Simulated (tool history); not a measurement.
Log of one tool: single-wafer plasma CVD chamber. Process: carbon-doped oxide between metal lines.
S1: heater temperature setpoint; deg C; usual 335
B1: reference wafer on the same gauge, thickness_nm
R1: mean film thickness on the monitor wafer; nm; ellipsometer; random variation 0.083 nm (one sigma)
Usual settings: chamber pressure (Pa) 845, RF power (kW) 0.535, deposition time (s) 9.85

{"run": 1, "hour": 0.0, "S1": 335, "chamber pressure (Pa)": 845, "RF power (kW)": 0.495, "deposition time (s)": 9.85, "B1": 50.468, "R1": 51.343}
{"run": 2, "hour": 6.6, "S1": 335, "chamber pressure (Pa)": 800, "RF power (kW)": 0.535, "deposition time (s)": 9.85, "B1": 50.494, "R1": 53.04}
{"run": 3, "hour": 25.4, "S1": 347, "chamber pressure (Pa)": 845, "RF power (kW)": 0.535, "deposition time (s)": 9.85, "B1": 50.504, "R1": 51.012}
{"run": 4, "hour": 35.4, "S1": 335, "chamber pressure (Pa)": 845, "RF power (kW)": 0.535, "deposition time (s)": 10.39, "B1": 50.483, "R1": 55.974}
{"hour": 46.2, "done": "gauge calibrated"}
{"run": 5, "hour": 50.1, "S1": 335, "chamber pressure (Pa)": 845, "RF power (kW)": 0.535, "deposition time (s)": 10.39, "B1": 50.512, "R1": 55.968}
{"run": 6, "hour": 62.5, "S1": 335, "chamber pressure (Pa)": 845, "RF power (kW)": 0.535, "deposition time (s)": 10.39, "B1": 50.505, "R1": 56.0}
{"run": 7, "hour": 77.1, "S1": 335, "chamber pressure (Pa)": 845, "RF power (kW)": 0.485, "deposition time (s)": 9.85, "B1": 50.515, "R1": 50.615}
{"run": 8, "hour": 86.8, "S1": 335, "chamber pressure (Pa)": 845, "RF power (kW)": 0.535, "deposition time (s)": 9.85, "B1": 50.515, "R1": 53.087}
{"hour": 107.2, "done": "capacitance manometer re-zeroed and calibrated"}
{"run": 9, "hour": 107.7, "S1": 335, "chamber pressure (Pa)": 845, "RF power (kW)": 0.535, "deposition time (s)": 9.85, "B1": 50.516, "R1": 53.248}
{"hour": 123.2, "done": "thermocouple changed; heater temperature recalibrated"}
{"run": 10, "hour": 123.7, "S1": 335, "chamber pressure (Pa)": 845, "RF power (kW)": 0.535, "deposition time (s)": 9.85, "B1": 50.51, "R1": 53.124}
{"hour": 135.5, "done": "RF generator calibrated"}
{"run": 11, "hour": 136.0, "S1": 331, "chamber pressure (Pa)": 845, "RF power (kW)": 0.535, "deposition time (s)": 9.85, "B1": 50.473, "R1": 56.024}
{"run": 12, "hour": 147.9, "S1": 335, "chamber pressure (Pa)": 845, "RF power (kW)": 0.535, "deposition time (s)": 9.85, "B1": 50.495, "R1": 55.054}
{"run": 13, "hour": 163.7, "S1": 347, "chamber pressure (Pa)": 669, "RF power (kW)": 0.635, "deposition time (s)": 8.27, "B1": 50.504, "R1": 47.532}
{"run": 14, "hour": 179.8, "S1": 349, "chamber pressure (Pa)": 845, "RF power (kW)": 0.535, "deposition time (s)": 9.85, "B1": 50.513, "R1": 52.396}
{"run": 15, "hour": 197.6, "S1": 325, "chamber pressure (Pa)": 749, "RF power (kW)": 0.445, "deposition time (s)": 9.85, "B1": 50.475, "R1": 52.243}
{"hour": 215.8, "done": "showerhead replaced"}
{"run": 16, "hour": 216.3, "S1": 344, "chamber pressure (Pa)": 728, "RF power (kW)": 0.535, "deposition time (s)": 9.85, "B1": 50.51, "R1": 52.668}
{"run": 17, "hour": 220.0, "S1": 324, "chamber pressure (Pa)": 845, "RF power (kW)": 0.535, "deposition time (s)": 9.85, "B1": 50.514, "R1": 57.295}
{"run": 18, "hour": 230.6, "S1": 341, "chamber pressure (Pa)": 845, "RF power (kW)": 0.535, "deposition time (s)": 9.85, "B1": 50.483, "R1": 53.522}
{"run": 19, "hour": 244.6, "S1": 343, "chamber pressure (Pa)": 845, "RF power (kW)": 0.535, "deposition time (s)": 10.35, "B1": 50.507, "R1": 55.859}
{"run": 20, "hour": 261.9, "S1": 348, "chamber pressure (Pa)": 672, "RF power (kW)": 0.46, "deposition time (s)": 10.76, "B1": 50.523, "R1": 52.497}
{"run": 21, "hour": 274.8, "S1": 335, "chamber pressure (Pa)": 845, "RF power (kW)": 0.535, "deposition time (s)": 9.85, "B1": 50.518, "R1": 54.691}
{"run": 22, "hour": 290.2, "S1": 335, "chamber pressure (Pa)": 845, "RF power (kW)": 0.45, "deposition time (s)": 9.26, "B1": 50.494, "R1": 47.601}
{"run": 23, "hour": 298.8, "S1": 335, "chamber pressure (Pa)": 845, "RF power (kW)": 0.535, "deposition time (s)": 9.85, "B1": 50.506, "R1": 54.522}
{"run": 24, "hour": 307.3, "S1": 335, "chamber pressure (Pa)": 1027, "RF power (kW)": 0.435, "deposition time (s)": 9.85, "B1": 50.496, "R1": 50.12}
{"run": 25, "hour": 314.5, "S1": 335, "chamber pressure (Pa)": 845, "RF power (kW)": 0.505, "deposition time (s)": 11.15, "B1": 50.502, "R1": 60.115}
{"run": 26, "hour": 324.6, "S1": 335, "chamber pressure (Pa)": 635, "RF power (kW)": 0.6, "deposition time (s)": 9.85, "B1": 50.496, "R1": 56.514}
{"run": 27, "hour": 339.2, "S1": 335, "chamber pressure (Pa)": 743, "RF power (kW)": 0.535, "deposition time (s)": 10.8, "B1": 50.49, "R1": 59.262}
{"run": 28, "hour": 351.0, "S1": 344, "chamber pressure (Pa)": 845, "RF power (kW)": 0.455, "deposition time (s)": 9.85, "B1": 50.486, "R1": 49.07}
{"run": 29, "hour": 368.7, "S1": 339, "chamber pressure (Pa)": 845, "RF power (kW)": 0.58, "deposition time (s)": 9.13, "B1": 50.511, "R1": 51.777}

The tool's hidden state at each run:
wafer temperature above the value expected at the setpoint (K): 0 in every run
true pressure above the setpoint (%): 0 in every run
gauge reads high (%): 0 in every run
H1: delivered RF power above the setpoint (%)
run=1 H1=-7.79
run=2 H1=-7.8
run=3 H1=-7.81
run=4 H1=-7.82
run=5 H1=-7.84
run=6 H1=-7.85
run=7 H1=-7.86
run=8 H1=-7.87
run=9 H1=-7.88
run=10 H1=-7.9
run=11 H1=-0.467
run=12 H1=-0.608
run=13 H1=-0.79
run=14 H1=-0.972
run=15 H1=-1.17
run=16 H1=-1.37
run=17 H1=-1.41
run=18 H1=-1.52
run=19 H1=-1.66
run=20 H1=-1.84
run=21 H1=-1.97
run=22 H1=-2.11
run=23 H1=-2.2
run=24 H1=-2.28
run=25 H1=-2.34
run=26 H1=-2.44
run=27 H1=-2.57
run=28 H1=-2.67
run=29 H1=-2.82

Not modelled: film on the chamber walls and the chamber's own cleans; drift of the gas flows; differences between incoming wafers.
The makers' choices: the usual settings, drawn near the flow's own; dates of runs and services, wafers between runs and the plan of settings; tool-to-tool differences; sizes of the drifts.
